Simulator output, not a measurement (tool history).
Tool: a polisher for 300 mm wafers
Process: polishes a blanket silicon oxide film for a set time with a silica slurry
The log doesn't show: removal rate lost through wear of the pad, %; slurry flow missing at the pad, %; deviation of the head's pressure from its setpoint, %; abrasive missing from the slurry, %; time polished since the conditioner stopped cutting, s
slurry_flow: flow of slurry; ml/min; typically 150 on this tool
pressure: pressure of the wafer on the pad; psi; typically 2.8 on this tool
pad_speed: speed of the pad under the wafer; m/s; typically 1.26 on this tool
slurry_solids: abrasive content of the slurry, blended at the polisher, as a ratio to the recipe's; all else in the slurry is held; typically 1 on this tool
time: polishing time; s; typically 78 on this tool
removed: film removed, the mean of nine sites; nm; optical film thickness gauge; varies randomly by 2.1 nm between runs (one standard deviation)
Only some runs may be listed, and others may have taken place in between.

run	day	slurry_flow	pressure	pad_speed	slurry_solids	time	wafers since the last listed run	wafers polished on this pad	hours since the slurry nozzle was cleaned	hours since the head pressure was calibrated	hours since the slurry blender was calibrated	hours since the conditioning disc was replaced	incoming thickness of the incoming film, nm	removed
1	0	150	2.8	1.26	1.05	78	0	802	21.1	631.9	38.1	27.7	895.3	182.5
2	0.617	150	2.8	1.26	1.05	78	130	932	35.9	646.7	52.9	42.5	881.9	184.5
# day 0.975: worn pad replaced by a new one
3	0.996	150	2.8	1.26	1.15	78	44	4	45	655.8	62	51.6	891.9	188.6
4	1.467	150	2.8	1.26	1	78	99	103	56.3	667.1	73.3	62.9	894.7	178.9
5	2.2	150	2.8	1.26	1	78	154	258	73.9	684.7	90.9	80.5	889.3	177.1
6	2.796	150	2.8	1.26	1	78	125	383	88.2	699	105.2	94.8	900.5	175.4
# day 2.879: head pressure recalibrated
7	3.238	150	2.8	1.26	1	78	75	459	98.8	8.6	115.8	105.4	889.4	159.3
# day 4.517: slurry blender recalibrated
8	5.4	150	3.3	1.26	1.1	78	438	897	150.7	60.5	21.2	157.3	901.3	208.1
9	5.862	150	2.5	1.26	1	78	97	995	161.8	71.6	32.3	168.4	888.7	152.3
# day 6.342: worn pad replaced by a new one
10	6.6	185	2.8	1.26	1	78	120	54	179.5	89.3	50	186.1	891.1	173.2
11	7.167	190	2.2	1.26	1	88	119	173	193.1	102.9	63.6	199.7	892.1	154
12	7.875	150	2.8	1.26	1	78	149	323	210.1	119.9	80.6	216.7	906	165.3
13	8.25	165	2.5	1.06	1	78	79	402	219.1	128.9	89.6	225.7	899.5	136.2
14	8.517	150	2.8	1.26	1	103	56	458	225.5	135.3	96	232.1	903.7	212.5
15	9.029	120	3.1	1.46	1	54	108	566	237.8	147.6	108.3	244.4	889.3	130.7
# day 10.346: conditioning disc replaced and pad reconditioned
# day 10.517: slurry blender recalibrated
16	10.8	150	2.8	1.66	0.85	91	338	904	280.3	190.1	6.8	10.9	870.5	212.8
# day 11.3: worn pad replaced by a new one
17	11.321	180	2.8	1.26	0.7	63	74	4	292.8	202.6	19.3	23.4	893.3	119.1
18	11.496	165	2.8	1.26	1	78	36	41	297	206.8	23.5	27.6	880	173.7
19	11.812	150	3.3	1.26	1	78	66	107	304.6	214.4	31.1	35.2	894.8	203.2
20	12.083	115	1.9	1.26	1	78	57	164	311.1	220.9	37.6	41.7	904.3	109.7
21	12.538	150	2.1	1.26	1	78	95	260	322	231.8	48.5	52.6	894	128
22	12.821	150	2.8	1.26	1	68	59	320	328.8	238.6	55.3	59.4	892.4	147.9
23	13.475	150	2.8	0.86	0.9	78	137	458	344.5	254.3	71	75.1	908.6	136
24	13.821	105	2.8	1.26	1	78	72	531	352.8	262.6	79.3	83.4	889	158.2
25	14.112	190	2.8	1.44	1.25	78	61	592	359.8	269.6	86.3	90.4	901.9	200.3

Below, some changes in removed between adjacent runs. For each, the amount present without the hidden state too (settings, incoming material, random variation) and the amount remaining for the hidden state with gauge scatter not shared by both compared results:
Run 6 -> 7: head pressure recalibrated. removed -16.1 nm: hidden state -14.4, all else -1.7.
Run 15 -> 16: slurry_flow 120 -> 150, pressure 3.1 -> 2.8, pad_speed 1.46 -> 1.66, slurry_solids 1 -> 0.85, time 54 -> 91, conditioning disc replaced and pad reconditioned, slurry blender recalibrated. removed +82.1 nm: hidden state +10.1, all else +72.
Run 16 -> 17: slurry_flow 150 -> 180, pad_speed 1.66 -> 1.26, slurry_solids 0.85 -> 0.7, time 91 -> 63, worn pad replaced by a new one. removed -93.7 nm: hidden state -1.5, all else -92.2.
Run 19 -> 20: slurry_flow 150 -> 115, pressure 3.3 -> 1.9. removed -93.5 nm: hidden state +0.1, all else -93.6.
